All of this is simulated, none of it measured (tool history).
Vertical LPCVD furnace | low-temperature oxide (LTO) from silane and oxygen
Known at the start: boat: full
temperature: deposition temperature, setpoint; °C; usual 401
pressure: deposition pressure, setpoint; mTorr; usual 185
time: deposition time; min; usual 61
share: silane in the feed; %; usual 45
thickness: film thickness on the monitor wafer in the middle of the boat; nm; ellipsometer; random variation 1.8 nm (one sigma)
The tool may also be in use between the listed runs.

run	hour	temperature	pressure	time	share	wafers since the last listed run	hours since the last temperature calibration	hours since the pressure gauge was zeroed	hours since the silane flow controller was replaced	hours since the gauge calibration	read-back reference wafer on the same gauge, thickness	thickness
1	0	401	185	61	50	0	4494.7	1354.9	2139.5	586.5	566.62	661.64
2	33.6	401	185	61	50	378	4528.3	1388.5	2173.1	620.1	567.7	667.33
3	51.7	401	185	61	50	203	4546.4	1406.6	2191.2	638.2	567.32	663.04
4	75.7	401	185	61	48	270	4570.4	1430.6	2215.2	662.2	566.82	638.03
5	92.5	401	185	61	45	189	4587.2	1447.4	2232	679	567.51	600.95
6	116.1	401	185	61	45	265	4610.8	1471	2255.6	702.6	566.67	604.23
7	144.3	401	185	61	45	317	4639	1499.2	2283.8	730.8	566.4	604.24
8	164.2	401	185	61	45	224	4658.9	1519.1	2303.7	750.7	566.75	601.61
9	192.9	401	185	61	45	323	4687.6	1547.8	2332.4	779.4	567.19	606.83
# hour 228.3: pressure gauge zeroed
10	228.8	401	185	61	45	134	4723.5	0.5	2368.3	815.3	566.57	580.32
# hour 232.1: gauge calibrated
# hour 299.8: thermocouples replaced and temperature profile calibrated
11	310.9	407	185	61	45	654	11.1	82.6	2450.4	78.8	567.07	619.7
12	326.6	407	185	61	45	176	26.8	98.3	2466.1	94.5	567.06	617.51
13	345.8	398	205	73	45	216	46	117.5	2485.3	113.7	566.92	746.36
14	376.1	395	230	76	50	341	76.3	147.8	2515.6	144	566.72	928.5
15	411.5	401	165	76	45	398	111.7	183.2	2551	179.4	566.69	646.97
16	447.3	405	170	43.5	50	403	147.5	219	2586.8	215.2	566.32	435.78
17	460	408	225	72.5	45	143	160.2	231.7	2599.5	227.9	567.69	897.27
# hour 501.1: silane flow controller replaced
18	501.6	401	205	61	45	198	201.8	273.3	0.5	269.5	567.33	639.63
19	531.9	401	185	61	45	341	232.1	303.6	30.8	299.8	566.56	579.44
20	549.3	407	215	41	47	195	249.5	321	48.2	317.2	567.32	502.93
21	584.3	401	185	61	45	394	284.5	356	83.2	352.2	566.85	585.48
22	609.3	395	210	81.5	45	281	309.5	381	108.2	377.2	566.86	826.62
23	640.2	401	185	61	45	347	340.4	411.9	139.1	408.1	566.49	583.55
24	661.9	401	170	61	45	244	362.1	433.6	160.8	429.8	567.17	539.47
25	697.2	401	160	61	45	397	397.4	468.9	196.1	465.1	566.93	506.33

Hidden state or all else? Some run-to-run changes of thickness, split into what the settings, what came in and random variation would give without the hidden state, and what is left for the hidden state (with any gauge scatter that isn't in both results):
The hidden state here: true tube temperature minus thermocouple reading, K; true pressure minus gauge reading, mTorr; deviation of the silane flow from its setpoint, %; gauge reads high (%).
Run 9 -> 10: pressure gauge zeroed. thickness -26.51 nm: hidden state -25.99, all else -0.52.
Run 14 -> 15: temperature 395 -> 401, pressure 230 -> 165, share 50 -> 45. thickness -281.53 nm: hidden state +0.06, all else -281.59.
Run 16 -> 17: temperature 405 -> 408, pressure 170 -> 225, time 43.5 -> 72.5, share 50 -> 45. thickness +461.49 nm: hidden state +1.42, all else +460.07.

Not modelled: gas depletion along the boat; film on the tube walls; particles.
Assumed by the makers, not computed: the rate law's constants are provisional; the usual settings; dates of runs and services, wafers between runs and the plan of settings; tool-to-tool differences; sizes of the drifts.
